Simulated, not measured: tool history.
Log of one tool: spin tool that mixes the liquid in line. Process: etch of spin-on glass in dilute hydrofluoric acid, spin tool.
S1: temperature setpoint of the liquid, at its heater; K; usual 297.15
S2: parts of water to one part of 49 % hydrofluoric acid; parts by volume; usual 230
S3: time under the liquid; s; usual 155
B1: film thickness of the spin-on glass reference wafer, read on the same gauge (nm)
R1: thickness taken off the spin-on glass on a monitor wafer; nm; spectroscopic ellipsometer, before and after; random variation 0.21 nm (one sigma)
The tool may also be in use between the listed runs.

run,hour,S1,S2,S3,B1,R1
1,0.0,297.15,230,155,60.01,31.18
2,101.9,297.15,230,155,60.00,30.61
3,165.4,297.15,230,85,60.00,16.73
4,235.0,297.15,230,155,60.00,30.84
5,309.3,297.15,230,155,59.98,30.82
6,363.3,297.15,230,155,60.03,30.44
7,461.8,297.15,230,105,60.02,20.55
8,558.3,300.65,230,155,59.99,34.71
9,650.8,300.65,230,155,59.99,34.60
10,690.0,293.65,230,155,59.98,26.84
11,760.8,294.15,230,85,60.02,14.94
12,825.3,297.15,230,215,60.01,42.00
13,869.5,297.15,230,210,60.01,40.73
# hour 921.3: thermometer replaced
14,921.8,297.15,230,210,59.98,36.83
# hour 934.1: hydrofluoric acid flow meter replaced
15,1019.0,297.15,230,155,59.99,29.19
16,1075.8,297.15,230,155,60.01,29.35
17,1113.3,297.15,230,80,59.99,15.05
18,1176.0,300.65,230,155,59.98,33.35
19,1271.1,295.65,330,185,60.00,20.74
20,1308.5,294.65,130,115,60.00,39.32
21,1367.9,297.15,230,155,59.98,29.45
22,1471.3,299.65,230,180,60.02,37.05
23,1547.9,295.65,330,185,60.02,20.81
24,1647.2,297.15,230,185,60.00,34.87
25,1689.2,295.15,310,205,59.99,24.40
26,1775.6,297.15,330,60,60.00,7.06
# hour 1824.2: hydrofluoric acid flow meter replaced
# hour 1845.3: gauge calibrated
27,1865.3,297.15,230,155,59.99,30.68
28,1934.3,297.15,315,190,60.01,25.05
29,2022.4,297.15,230,155,60.01,29.98
30,2071.1,299.65,230,70,60.02,15.08
31,2116.3,295.65,340,80,60.00,8.96
32,2157.3,299.15,195,155,59.99,40.53
33,2261.4,297.15,230,105,60.02,20.52
34,2312.2,294.65,325,205,59.98,23.58
35,2408.7,295.15,285,90,60.01,12.43

3 ways to go on from here, each from the tool as it stands after run 35. What would each give?
A,2409.2,297.15,230,155,?,?
B,2409.2,297.15,190,155,?,?
C,2409.2,297.15,125,195,?,?

run,B1,R1
A,60.01,30.16
B,60.01,38.23
C,60.01,79.20
Without the tool's hidden state the same runs would have given:
run,R1
A,29.15
B,36.82
C,75.79
